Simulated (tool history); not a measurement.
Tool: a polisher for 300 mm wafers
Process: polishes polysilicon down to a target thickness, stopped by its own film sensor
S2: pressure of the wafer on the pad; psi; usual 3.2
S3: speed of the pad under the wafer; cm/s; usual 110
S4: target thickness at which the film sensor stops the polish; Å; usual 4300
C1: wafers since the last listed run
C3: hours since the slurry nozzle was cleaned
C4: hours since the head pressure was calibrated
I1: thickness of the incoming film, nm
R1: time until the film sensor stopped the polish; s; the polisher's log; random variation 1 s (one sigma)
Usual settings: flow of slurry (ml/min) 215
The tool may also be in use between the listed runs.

Run 1, hour 0.0: usual settings but S3 84 cm/s; C1 0; wafers polished on this pad 5881; C3 21.0; C4 42.5; I1 992.5. Result: R1 91.7 s.
At hour 14.7: worn pad replaced by a new one.
Run 2, hour 71.9: usual settings but S3 84 cm/s; C1 622; wafers polished on this pad 524; C3 92.9; C4 114.4; I1 1015.0. Result: R1 83.2 s.
Run 3, hour 120.0: usual settings but S3 84 cm/s; C1 441; wafers polished on this pad 965; C3 141.0; C4 162.5; I1 990.6. Result: R1 80.9 s.
Run 4, hour 204.6: usual settings but flow of slurry (ml/min) 190; C1 776; wafers polished on this pad 1741; C3 225.6; C4 247.1; I1 987.4. Result: R1 67.0 s.
Run 5, hour 260.7: usual settings but flow of slurry (ml/min) 190; C1 514; wafers polished on this pad 2256; C3 281.7; C4 303.2; I1 998.8. Result: R1 67.6 s.
Run 6, hour 353.6: usual settings but S4 3350 Å; C1 852; wafers polished on this pad 3108; C3 374.6; C4 396.1; I1 989.6. Result: R1 79.4 s.
Run 7, hour 455.2: usual settings but S4 3350 Å; C1 931; wafers polished on this pad 4040; C3 476.2; C4 497.7; I1 1001.0. Result: R1 82.2 s.
Run 8, hour 524.7: usual settings; C1 637; wafers polished on this pad 4678; C3 545.7; C4 567.2; I1 1004.5. Result: R1 69.7 s.
Run 9, hour 572.4: usual settings; C1 437; wafers polished on this pad 5115; C3 593.4; C4 614.9; I1 1004.2. Result: R1 71.5 s.
Run 10, hour 649.9: usual settings; C1 710; wafers polished on this pad 5826; C3 670.9; C4 692.4; I1 978.7. Result: R1 69.5 s.
At hour 679.5: head pressure recalibrated.
Run 11, hour 697.1: usual settings; C1 414; wafers polished on this pad 6241; C3 718.1; C4 17.6; I1 1012.2. Result: R1 73.3 s.
Run 12, hour 751.9: usual settings; C1 502; wafers polished on this pad 6743; C3 772.9; C4 72.4; I1 998.6. Result: R1 69.3 s.
At hour 756.7: worn pad replaced by a new one.
At hour 779.9: slurry nozzle cleaned.
Run 13, hour 828.9: usual settings; C1 660; wafers polished on this pad 652; C3 49.0; C4 149.4; I1 1014.4. Result: R1 67.0 s.
Run 14, hour 871.4: usual settings; C1 389; wafers polished on this pad 1042; C3 91.5; C4 191.9; I1 1003.8. Result: R1 66.3 s.
Run 15, hour 910.2: usual settings but S3 142 cm/s, S4 4890 Å; C1 355; wafers polished on this pad 1398; C3 130.3; C4 230.7; I1 986.1. Result: R1 45.3 s.
Run 16, hour 1000.9: usual settings; C1 831; wafers polished on this pad 2230; C3 221.0; C4 321.4; I1 1005.2. Result: R1 69.1 s.
Run 17, hour 1050.9: usual settings but flow of slurry (ml/min) 145, S4 2820 Å; C1 458; wafers polished on this pad 2689; C3 271.0; C4 371.4; I1 1006.7. Result: R1 92.6 s.
Run 18, hour 1119.6: usual settings; C1 630; wafers polished on this pad 3319; C3 339.7; C4 440.1; I1 990.6. Result: R1 71.0 s.
Run 19, hour 1174.0: usual settings but flow of slurry (ml/min) 155; C1 498; wafers polished on this pad 3818; C3 394.1; C4 494.5; I1 993.8. Result: R1 72.5 s.
Run 20, hour 1257.6: usual settings but flow of slurry (ml/min) 170, S3 78 cm/s, S4 6020 Å; C1 766; wafers polished on this pad 4585; C3 477.7; C4 578.1; I1 999.6. Result: R1 68.2 s.
At hour 1323.3: head pressure recalibrated.
Run 21, hour 1357.3: usual settings but S2 2.8 psi, S4 3310 Å; C1 896; wafers polished on this pad 5481; C3 577.4; C4 34.0; I1 1003.6. Result: R1 94.1 s.
At hour 1389.6: worn pad replaced by a new one.
Run 22, hour 1450.2: usual settings but S2 2.6 psi, S3 134 cm/s; C1 815; wafers polished on this pad 555; C3 670.3; C4 126.9; I1 1000.5. Result: R1 66.0 s.
Run 23, hour 1525.1: usual settings but S2 2.8 psi, S3 148 cm/s; C1 687; wafers polished on this pad 1242; C3 745.2; C4 201.8; I1 1011.5. Result: R1 59.2 s.
At hour 1586.4: slurry nozzle cleaned.
Run 24, hour 1589.8: usual settings but flow of slurry (ml/min) 175; C1 584; wafers polished on this pad 1827; C3 3.4; C4 266.5; I1 997.3. Result: R1 68.4 s.
Run 25, hour 1697.3: usual settings but flow of slurry (ml/min) 165, S2 2.2 psi, S3 94 cm/s; C1 986; wafers polished on this pad 2813; C3 110.9; C4 374.0; I1 1005.8. Result: R1 123.4 s.
Run 26, hour 1805.0: usual settings but S2 2.1 psi, S3 88 cm/s, S4 6130 Å; C1 987; wafers polished on this pad 3801; C3 218.6; C4 481.7; I1 986.3. Result: R1 83.2 s.
Run 27, hour 1900.4: usual settings but flow of slurry (ml/min) 245, S2 2.2 psi, S3 136 cm/s; C1 875; wafers polished on this pad 4676; C3 314.0; C4 577.1; I1 1007.5. Result: R1 82.4 s.
Run 28, hour 1937.3: usual settings but flow of slurry (ml/min) 195, S2 4.2 psi, S3 80 cm/s; C1 338; wafers polished on this pad 5014; C3 350.9; C4 614.0; I1 1006.2. Result: R1 72.6 s.
At hour 1978.0: head pressure recalibrated.
Run 29, hour 2031.1: usual settings; C1 842; wafers polished on this pad 5856; C3 444.7; C4 53.1; I1 996.8. Result: R1 68.6 s.
Run 30, hour 2098.1: usual settings but S3 82 cm/s; C1 614; wafers polished on this pad 6471; C3 511.7; C4 120.1; I1 1006.1. Result: R1 94.2 s.
At hour 2116.4: worn pad replaced by a new one.
Run 31, hour 2146.3: usual settings but S2 3.8 psi; C1 405; wafers polished on this pad 273; C3 559.9; C4 168.3; I1 994.7. Result: R1 52.1 s.
Run 32, hour 2208.6: usual settings; C1 571; wafers polished on this pad 845; C3 622.2; C4 230.6; I1 1001.1. Result: R1 64.6 s.
At hour 2264.4: slurry nozzle cleaned.
Run 33, hour 2293.7: usual settings but flow of slurry (ml/min) 240, S3 140 cm/s, S4 5210 Å; C1 771; wafers polished on this pad 1616; C3 29.3; C4 315.7; I1 985.0. Result: R1 44.2 s.
Run 34, hour 2334.7: usual settings; C1 376; wafers polished on this pad 1992; C3 70.3; C4 356.7; I1 991.1. Result: R1 66.1 s.
Run 35, hour 2387.5: usual settings but S3 142 cm/s; C1 484; wafers polished on this pad 2477; C3 123.1; C4 409.5; I1 997.2. Result: R1 52.9 s.
Run 36, hour 2447.0: usual settings but S2 4.1 psi, S4 3120 Å; C1 545; wafers polished on this pad 3023; C3 182.6; C4 469.0; I1 1008.9. Result: R1 67.9 s.
Run 37, hour 2530.1: usual settings but S2 4.0 psi, S3 74 cm/s; C1 762; wafers polished on this pad 3785; C3 265.7; C4 552.1; I1 997.3. Result: R1 78.8 s.

Forecast each of these 4 alternatives for the next run:
Run A, hour 2530.5: usual settings but flow of slurry (ml/min) 280; C1 3; wafers polished on this pad 3788; C3 266.1; C4 552.5; I1 986.5. Result: R1 ?.
Run B, hour 2530.5: usual settings but flow of slurry (ml/min) 255, S2 2.9 psi, S3 84 cm/s, S4 3400 Å; C1 3; wafers polished on this pad 3788; C3 266.1; C4 552.5; I1 986.5. Result: R1 ?.
Run C, hour 2530.5: usual settings but S3 130 cm/s, S4 6060 Å; C1 3; wafers polished on this pad 3788; C3 266.1; C4 552.5; I1 986.5. Result: R1 ?.
Run D, hour 2530.5: usual settings but S2 3.7 psi, S3 96 cm/s, S4 6020 Å; C1 3; wafers polished on this pad 3788; C3 266.1; C4 552.5; I1 986.5. Result: R1 ?.

run     R1
  A   65.4
  B  107.9
  C   39.5
  D   45.6
Without the tool's hidden state the same runs would have given:
run    R1
  A  58.0
  B  95.8
  C  35.1
  D  40.5
